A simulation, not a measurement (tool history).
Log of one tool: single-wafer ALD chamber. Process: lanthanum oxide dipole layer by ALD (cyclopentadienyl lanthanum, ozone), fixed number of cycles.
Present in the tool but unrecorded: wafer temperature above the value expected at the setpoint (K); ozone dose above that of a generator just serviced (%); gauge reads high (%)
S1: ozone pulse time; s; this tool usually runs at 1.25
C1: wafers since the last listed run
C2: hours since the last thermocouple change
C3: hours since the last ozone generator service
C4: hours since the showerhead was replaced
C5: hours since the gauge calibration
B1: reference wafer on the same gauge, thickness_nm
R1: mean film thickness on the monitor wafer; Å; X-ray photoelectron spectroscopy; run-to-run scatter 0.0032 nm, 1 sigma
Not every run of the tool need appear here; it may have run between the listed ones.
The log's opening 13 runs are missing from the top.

| run | day | S1 | C1 | C2 | C3 | C4 | C5 | B1 | R1 |
|---|---|---|---|---|---|---|---|---|---|
| 14 | 8.088 | 0.96 | 224 | 1119.7 | 98.5 | 120.3 | 27.2 | 0.680 | 5.22 |
| 15 | 8.750 | 1.25 | 276 | 1135.6 | 114.4 | 136.2 | 43.1 | 0.679 | 5.80 |
| 16 | 9.483 | 1.53 | 305 | 1153.2 | 132.0 | 153.8 | 60.7 | 0.679 | 6.14 |
| 17 | 9.883 | 1.25 | 166 | 1162.8 | 141.6 | 163.4 | 70.3 | 0.680 | 5.77 |
| 18 | 10.288 | 1.25 | 168 | 1172.5 | 151.3 | 173.1 | 80.0 | 0.681 | 5.83 |
| 19 | 10.888 | 1.68 | 250 | 1186.9 | 165.7 | 187.5 | 94.4 | 0.681 | 6.14 |
| 20 | 11.883 | 1.62 | 415 | 1210.8 | 189.6 | 211.4 | 118.3 | 0.680 | 6.18 |
| 21 | 12.371 | 1.02 | 203 | 1222.5 | 201.3 | 223.1 | 130.0 | 0.680 | 5.35 |
| 22 | 12.796 | 1.25 | 177 | 1232.7 | 211.5 | 233.3 | 140.2 | 0.681 | 5.77 |
| 23 | 13.367 | 1.42 | 237 | 1246.4 | 225.2 | 247.0 | 153.9 | 0.679 | 5.99 |
| 24 | 14.104 | 0.92 | 307 | 1264.1 | 242.9 | 264.7 | 171.6 | 0.680 | 4.94 |
| 25 | 14.604 | 1.25 | 208 | 1276.1 | 254.9 | 276.7 | 183.6 | 0.679 | 5.74 |
|  | 15.146 | thermocouple changed; heater temperature recalibrated |
| 26 | 15.846 | 1.11 | 378 | 16.8 | 284.7 | 306.5 | 213.4 | 0.681 | 5.44 |
| 27 | 16.496 | 0.83 | 270 | 32.4 | 300.3 | 322.1 | 229.0 | 0.680 | 4.61 |
| 28 | 17.029 | 1.02 | 222 | 45.2 | 313.1 | 334.9 | 241.8 | 0.682 | 5.29 |
| 29 | 17.642 | 1.57 | 255 | 59.9 | 327.8 | 349.6 | 256.5 | 0.681 | 6.09 |
| 30 | 18.696 | 1.66 | 439 | 85.2 | 353.1 | 374.9 | 281.8 | 0.682 | 6.13 |
| 31 | 18.967 | 1.25 | 112 | 91.7 | 359.6 | 381.4 | 288.3 | 0.680 | 5.73 |
| 32 | 19.225 | 1.03 | 107 | 97.9 | 365.8 | 387.6 | 294.5 | 0.680 | 5.27 |
| 33 | 19.671 | 1.06 | 185 | 108.6 | 376.5 | 398.3 | 305.2 | 0.679 | 5.31 |
| 34 | 20.075 | 1.50 | 168 | 118.3 | 386.2 | 408.0 | 314.9 | 0.679 | 5.96 |
| 35 | 20.646 | 0.75 | 237 | 132.0 | 399.9 | 421.7 | 328.6 | 0.679 | 4.18 |

Below are 4 alternative next runs, each starting from the tool's condition after run 35. Predict each:
| A | 20.662 | 1.25 | 6 | 132.4 | 400.3 | 422.1 | 329.0 | ? | ? |
| B | 20.662 | 1.71 | 6 | 132.4 | 400.3 | 422.1 | 329.0 | ? | ? |
| C | 20.662 | 1.39 | 6 | 132.4 | 400.3 | 422.1 | 329.0 | ? | ? |
| D | 20.662 | 1.65 | 6 | 132.4 | 400.3 | 422.1 | 329.0 | ? | ? |

| run | B1 | R1 |
|---|---|---|
| A | 0.682 | 5.70 |
| B | 0.682 | 6.14 |
| C | 0.682 | 5.88 |
| D | 0.682 | 6.10 |
Without the tool's unlogged condition, the same runs would have read:
| run | R1 |
|---|---|
| A | 5.83 |
| B | 6.20 |
| C | 6.00 |
| D | 6.17 |
